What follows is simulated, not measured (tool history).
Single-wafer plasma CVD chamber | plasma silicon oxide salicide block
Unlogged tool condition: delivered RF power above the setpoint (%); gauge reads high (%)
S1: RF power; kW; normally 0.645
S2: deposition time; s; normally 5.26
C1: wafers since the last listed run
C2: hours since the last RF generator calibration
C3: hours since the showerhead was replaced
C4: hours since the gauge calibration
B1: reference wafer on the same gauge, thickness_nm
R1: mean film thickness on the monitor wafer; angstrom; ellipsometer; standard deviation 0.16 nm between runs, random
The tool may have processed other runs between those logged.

run    hour     S1    S2    C1      C2      C3     C4      B1      R1
  1       0  0.645  5.26     0   750.7  2184.8  374.2  48.997  570.59
  2    23.3  0.645  5.26   606     774  2208.1  397.5  49.025  568.02
  3    43.7  0.645  5.26   531   794.4  2228.5  417.9  48.992  568.83
  4      56  0.645  5.26   320   806.7  2240.8  430.2  49.005  567.22
  5    69.5  0.645  5.26   351   820.2  2254.3  443.7  48.985  569.78
  6    98.7  0.645  5.26   760   849.4  2283.5  472.9  49.044  568.37
  7   124.3  0.585  5.26   666     875  2309.1  498.5   48.95  558.22
  8   151.4  0.585  5.26   705   902.1  2336.2  525.6  48.975  556.11
  9   182.2  0.645  4.46   801   932.9    2367  556.4  49.019  482.42
 10   199.2  0.645  4.46   442   949.9    2384  573.4  49.004  478.81
 11   216.2  0.645  5.26   442   966.9    2401  590.4  49.006  566.05
 12     244  0.645  5.26   723   994.7  2428.8  618.2  48.976  564.59
 13   276.6  0.645  5.26   848  1027.3  2461.4  650.8  49.002   567.7
 14   292.3  0.645  5.64   408    1043  2477.1  666.5  48.995  606.84
 15   313.5  0.645  5.64   551  1064.2  2498.3  687.7  49.032  608.72
 16   331.9  0.645  5.26   478  1082.6  2516.7  706.1      49  568.22
 17   346.1  0.645  5.26   369  1096.8  2530.9  720.3  48.993  565.96
 18   369.8  0.715  5.26   616  1120.5  2554.6    744  48.959  579.46
 19   397.6  0.715  5.26   723  1148.3  2582.4  771.8  48.991  578.71
 20   412.6  0.645  5.26   390  1163.3  2597.4  786.8  48.997  564.69
 21   444.9  0.645  5.82   840  1195.6  2629.7  819.1  48.957  624.92
      454.2  -- gauge calibrated
 22   473.1   0.77  5.26   734  1223.8  2657.9   18.9  48.976  587.28
 23   490.4   0.71  5.26   450  1241.1  2675.2   36.2  48.993  576.81
 24     582    0.7   5.8  2384  1332.7  2766.8  127.8  48.994   630.4
      617.9  -- RF generator calibrated
      622.4  -- showerhead replaced
 25   689.8   0.75  5.93  2480    71.9    67.4  235.6  48.992  667.29
 26   718.5  0.645  5.26   747   100.6    96.1  264.3  48.992  577.47
 27   751.8  0.565  5.26   866   133.9   129.4  297.6  49.011  557.37
 28   782.3  0.685  4.66   793   164.4   159.9  328.1  48.971  515.24
 29   806.4   0.69  5.26   627   188.5     184  352.2  48.999  582.41
 30   826.6  0.645  5.26   525   208.7   204.2  372.4  48.976  574.16
 31   855.5  0.645  5.26   752   237.6   233.1  401.3  49.022  573.64
 32   882.1  0.645  5.26   692   264.2   259.7  427.9  48.995   571.9
 33     938  0.645  5.26  1455   320.1   315.6  483.8  48.999   569.8
 34   960.7   0.77  6.27   590   342.8   338.3  506.5  49.001  709.78
 35   984.3  0.645  6.06   614   366.4   361.9  530.1  48.999  658.72
 36  1003.5   0.58  5.26   499   385.6   381.1  549.3  48.989  558.79
 37  1029.5   0.53  5.68   676   411.6   407.1  575.3  49.014  592.18
 38  1052.9  0.645  4.21   609     435   430.5  598.7  49.015   455.9
 39  1075.6   0.75  5.26   590   457.7   453.2  621.4  48.962  590.28
 40  1108.6  0.615  5.26   859   490.7   486.2  654.4  48.994  567.14

A few steps of R1 between consecutive runs. Split each: what settings, incoming material and random variation would produce without the hidden state, and what is left over for the hidden state, along with gauge scatter present in only one of the two compared results (measured, and without hidden state):
Run 10 -> 11: S2 4.46 -> 5.26. R1 +87.24 angstrom: hidden state -1.31, all else +88.55.
Run 23 -> 24: S1 0.71 -> 0.7, S2 5.26 -> 5.8. R1 +53.59 angstrom: hidden state -1.71, all else +55.3.
Run 24 -> 25: S1 0.7 -> 0.75, S2 5.8 -> 5.93, RF generator calibrated, showerhead replaced. R1 +36.89 angstrom: hidden state +10.18, all else +26.71.
Run 33 -> 34: S1 0.645 -> 0.77, S2 5.26 -> 6.27. R1 +139.98 angstrom: hidden state -0.97, all else +140.95.
Run 37 -> 38: S1 0.53 -> 0.645, S2 5.68 -> 4.21. R1 -136.28 angstrom: hidden state +0.77, all else -137.05.
Run 38 -> 39: S1 0.645 -> 0.75, S2 4.21 -> 5.26. R1 +134.38 angstrom: hidden state -1.1, all else +135.48.
